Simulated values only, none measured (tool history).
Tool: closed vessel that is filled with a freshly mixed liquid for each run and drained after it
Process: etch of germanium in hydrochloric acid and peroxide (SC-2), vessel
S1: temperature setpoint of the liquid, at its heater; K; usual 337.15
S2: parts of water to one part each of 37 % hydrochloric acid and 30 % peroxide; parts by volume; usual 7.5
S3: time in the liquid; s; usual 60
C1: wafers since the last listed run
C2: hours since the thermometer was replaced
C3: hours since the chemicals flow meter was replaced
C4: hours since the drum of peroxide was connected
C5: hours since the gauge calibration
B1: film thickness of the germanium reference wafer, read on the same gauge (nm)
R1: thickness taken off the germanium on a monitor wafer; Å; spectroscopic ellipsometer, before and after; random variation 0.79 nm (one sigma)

run 1 day=0 | S1=341.65 S2=9 S3=60 | C1=0 C2=421.5 C3=536.5 C4=26.1 C5=1335.3 | B1=89.99 | R1=2158.8
-- day=0.325 chemicals flow meter replaced
run 2 day=3.683 | S1=341.65 S2=9 S3=60 | C1=13173 C2=509.9 C3=80.6 C4=114.5 C5=1423.7 | B1=90.01 | R1=2151.8
run 3 day=5.833 | S1=341.65 S2=9 S3=60 | C1=7777 C2=561.5 C3=132.2 C4=166.1 C5=1475.3 | B1=90 | R1=2148
run 4 day=9.517 | S1=337.15 S2=7.5 S3=75 | C1=13324 C2=649.9 C3=220.6 C4=254.5 C5=1563.7 | B1=90.01 | R1=2381.5
run 5 day=11.054 | S1=337.15 S2=7.5 S3=75 | C1=5561 C2=686.8 C3=257.5 C4=291.4 C5=1600.6 | B1=90.01 | R1=2401.3
run 6 day=21.621 | S1=337.15 S2=7.5 S3=65 | C1=38223 C2=940.4 C3=511.1 C4=545 C5=1854.2 | B1=89.98 | R1=2062.7
run 7 day=23.767 | S1=337.15 S2=5.5 S3=60 | C1=7762 C2=991.9 C3=562.6 C4=596.5 C5=1905.7 | B1=90.02 | R1=1926.4
-- day=23.908 chemicals flow meter replaced
-- day=25.767 gauge calibrated
run 8 day=27.679 | S1=337.15 S2=5 S3=60 | C1=14002 C2=1085.8 C3=90.5 C4=690.4 C5=45.9 | B1=89.98 | R1=1935.8
run 9 day=29.596 | S1=337.15 S2=5 S3=60 | C1=6933 C2=1131.8 C3=136.5 C4=736.4 C5=91.9 | B1=89.99 | R1=1931
run 10 day=32.258 | S1=337.15 S2=5 S3=60 | C1=9631 C2=1195.7 C3=200.4 C4=800.3 C5=155.8 | B1=90.01 | R1=1934.4
run 11 day=35.429 | S1=341.65 S2=9 S3=60 | C1=11470 C2=1271.8 C3=276.5 C4=876.4 C5=231.9 | B1=90.01 | R1=2102.2
run 12 day=38.696 | S1=330.65 S2=4.5 S3=30 | C1=11816 C2=1350.2 C3=354.9 C4=954.8 C5=310.3 | B1=90.01 | R1=791.3
run 13 day=40.971 | S1=334.15 S2=7.5 S3=60 | C1=8229 C2=1404.8 C3=409.5 C4=1009.4 C5=364.9 | B1=90.01 | R1=1715.1
run 14 day=42.904 | S1=337.15 S2=7.5 S3=60 | C1=6993 C2=1451.2 C3=455.9 C4=1055.8 C5=411.3 | B1=90.01 | R1=1881.5
run 15 day=44.821 | S1=334.65 S2=7.5 S3=85 | C1=6933 C2=1497.2 C3=501.9 C4=1101.8 C5=457.3 | B1=90.01 | R1=2457.5
-- day=45.329 thermometer replaced
-- day=48.542 chemicals flow meter replaced
run 16 day=48.754 | S1=337.15 S2=7.5 S3=60 | C1=13927 C2=82.2 C3=5.1 C4=1196.2 C5=551.7 | B1=90 | R1=1958.8
-- day=49.808 new drum of peroxide connected
run 17 day=51.029 | S1=337.15 S2=4.5 S3=35 | C1=8078 C2=136.8 C3=59.7 C4=29.3 C5=606.3 | B1=89.99 | R1=1162.7
run 18 day=55.262 | S1=337.15 S2=7.5 S3=60 | C1=15313 C2=238.4 C3=161.3 C4=130.9 C5=707.9 | B1=90.01 | R1=1937.1
run 19 day=59.233 | S1=331.65 S2=10.5 S3=75 | C1=14364 C2=333.7 C3=256.6 C4=226.2 C5=803.2 | B1=89.99 | R1=1989.2
run 20 day=61.5 | S1=337.15 S2=7.5 S3=90 | C1=8199 C2=388.1 C3=311 C4=280.6 C5=857.6 | B1=90 | R1=2864.4
run 21 day=63.617 | S1=345.15 S2=4.5 S3=45 | C1=7656 C2=438.9 C3=361.8 C4=331.4 C5=908.4 | B1=90.01 | R1=1870.3

Forecast each of these 3 alternatives for the next run:
run A day=63.646 | S1=328.15 S2=7.5 S3=60 | C1=105 C2=439.6 C3=362.5 C4=332.1 C5=909.1 | B1=? | R1=?
run B day=63.646 | S1=342.65 S2=7.5 S3=60 | C1=105 C2=439.6 C3=362.5 C4=332.1 C5=909.1 | B1=? | R1=?
run C day=63.646 | S1=337.15 S2=5 S3=70 | C1=105 C2=439.6 C3=362.5 C4=332.1 C5=909.1 | B1=? | R1=?

run=A B1=89.99 R1=1468.3
run=B B1=89.99 R1=2249.2
run=C B1=89.99 R1=2293.3
Without the tool's hidden state the same runs would have given:
run=A R1=1486.5
run=B R1=2274.5
run=C R1=2320.4

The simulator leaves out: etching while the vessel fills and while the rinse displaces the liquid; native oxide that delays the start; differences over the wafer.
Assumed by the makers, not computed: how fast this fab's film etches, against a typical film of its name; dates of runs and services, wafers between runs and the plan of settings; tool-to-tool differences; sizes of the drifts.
